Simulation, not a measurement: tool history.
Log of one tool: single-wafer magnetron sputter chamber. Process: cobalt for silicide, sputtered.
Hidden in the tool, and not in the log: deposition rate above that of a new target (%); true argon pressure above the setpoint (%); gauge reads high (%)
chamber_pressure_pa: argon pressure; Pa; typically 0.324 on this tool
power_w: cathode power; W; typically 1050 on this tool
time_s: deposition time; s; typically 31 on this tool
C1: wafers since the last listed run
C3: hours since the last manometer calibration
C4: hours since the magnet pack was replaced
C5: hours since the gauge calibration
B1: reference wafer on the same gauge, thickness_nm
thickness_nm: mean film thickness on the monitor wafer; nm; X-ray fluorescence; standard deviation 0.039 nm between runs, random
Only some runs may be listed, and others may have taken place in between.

{"run": 1, "day": 0.0, "chamber_pressure_pa": 0.324, "power_w": 1050, "time_s": 31, "C1": 0, "wafers on the sputter target": 117, "C3": 2348.3, "C4": 6888.3, "C5": 38.6, "B1": 16.495, "thickness_nm": 15.796}
{"run": 2, "day": 0.346, "chamber_pressure_pa": 0.324, "power_w": 1050, "time_s": 31, "C1": 200, "wafers on the sputter target": 318, "C3": 2356.6, "C4": 6896.6, "C5": 46.9, "B1": 16.493, "thickness_nm": 15.751}
{"run": 3, "day": 0.633, "chamber_pressure_pa": 0.324, "power_w": 1050, "time_s": 31, "C1": 166, "wafers on the sputter target": 484, "C3": 2363.5, "C4": 6903.5, "C5": 53.8, "B1": 16.5, "thickness_nm": 15.824}
{"run": 4, "day": 1.396, "chamber_pressure_pa": 0.324, "power_w": 1050, "time_s": 31, "C1": 441, "wafers on the sputter target": 926, "C3": 2381.8, "C4": 6921.8, "C5": 72.1, "B1": 16.51, "thickness_nm": 15.742}
{"run": 5, "day": 1.675, "chamber_pressure_pa": 0.324, "power_w": 1050, "time_s": 31, "C1": 161, "wafers on the sputter target": 1088, "C3": 2388.5, "C4": 6928.5, "C5": 78.8, "B1": 16.496, "thickness_nm": 15.806}
{"run": 6, "day": 2.108, "chamber_pressure_pa": 0.324, "power_w": 1050, "time_s": 31, "C1": 251, "wafers on the sputter target": 1339, "C3": 2398.9, "C4": 6938.9, "C5": 89.2, "B1": 16.495, "thickness_nm": 15.809}
{"day": 2.225, "done": "gauge calibrated"}
{"day": 2.75, "done": "magnet pack replaced"}
{"run": 7, "day": 2.804, "chamber_pressure_pa": 0.324, "power_w": 1050, "time_s": 31, "C1": 210, "wafers on the sputter target": 1549, "C3": 2415.6, "C4": 1.3, "C5": 13.9, "B1": 16.522, "thickness_nm": 15.742}
{"run": 8, "day": 3.267, "chamber_pressure_pa": 0.324, "power_w": 1050, "time_s": 31, "C1": 267, "wafers on the sputter target": 1817, "C3": 2426.7, "C4": 12.4, "C5": 25, "B1": 16.509, "thickness_nm": 15.681}
{"run": 9, "day": 3.792, "chamber_pressure_pa": 0.324, "power_w": 1050, "time_s": 31, "C1": 304, "wafers on the sputter target": 2121, "C3": 2439.3, "C4": 25, "C5": 37.6, "B1": 16.504, "thickness_nm": 15.552}
{"run": 10, "day": 4.158, "chamber_pressure_pa": 0.324, "power_w": 1050, "time_s": 26.9, "C1": 212, "wafers on the sputter target": 2333, "C3": 2448.1, "C4": 33.8, "C5": 46.4, "B1": 16.495, "thickness_nm": 13.545}
{"day": 4.546, "done": "capacitance manometer re-zeroed and calibrated"}
{"run": 11, "day": 4.567, "chamber_pressure_pa": 0.324, "power_w": 1050, "time_s": 31, "C1": 43, "wafers on the sputter target": 2377, "C3": 0.5, "C4": 43.6, "C5": 56.2, "B1": 16.514, "thickness_nm": 15.59}
{"day": 5.404, "done": "sputter target and shields replaced"}
{"run": 12, "day": 5.425, "chamber_pressure_pa": 0.324, "power_w": 950, "time_s": 31, "C1": 304, "wafers on the sputter target": 10, "C3": 21.1, "C4": 64.2, "C5": 76.8, "B1": 16.508, "thickness_nm": 14.579}
{"run": 13, "day": 5.579, "chamber_pressure_pa": 0.324, "power_w": 1050, "time_s": 33.5, "C1": 89, "wafers on the sputter target": 100, "C3": 24.8, "C4": 67.9, "C5": 80.5, "B1": 16.506, "thickness_nm": 17.063}
{"day": 5.712, "done": "gauge calibrated"}
{"run": 14, "day": 6.058, "chamber_pressure_pa": 0.209, "power_w": 850, "time_s": 37.1, "C1": 277, "wafers on the sputter target": 377, "C3": 36.3, "C4": 79.4, "C5": 8.3, "B1": 16.499, "thickness_nm": 16.383}

What will run 15 give?
{"run": 15, "day": 6.417, "chamber_pressure_pa": 0.324, "power_w": 1050, "time_s": 33.5, "C1": 207, "wafers on the sputter target": 585, "C3": 44.9, "C4": 88, "C5": 16.9, "B1": "?", "thickness_nm": "?"}

Run 15 came out at B1 16.5, thickness_nm 17.084 nm.
Minus the tool's unlogged condition, the same run would have read thickness_nm 17.126 nm.
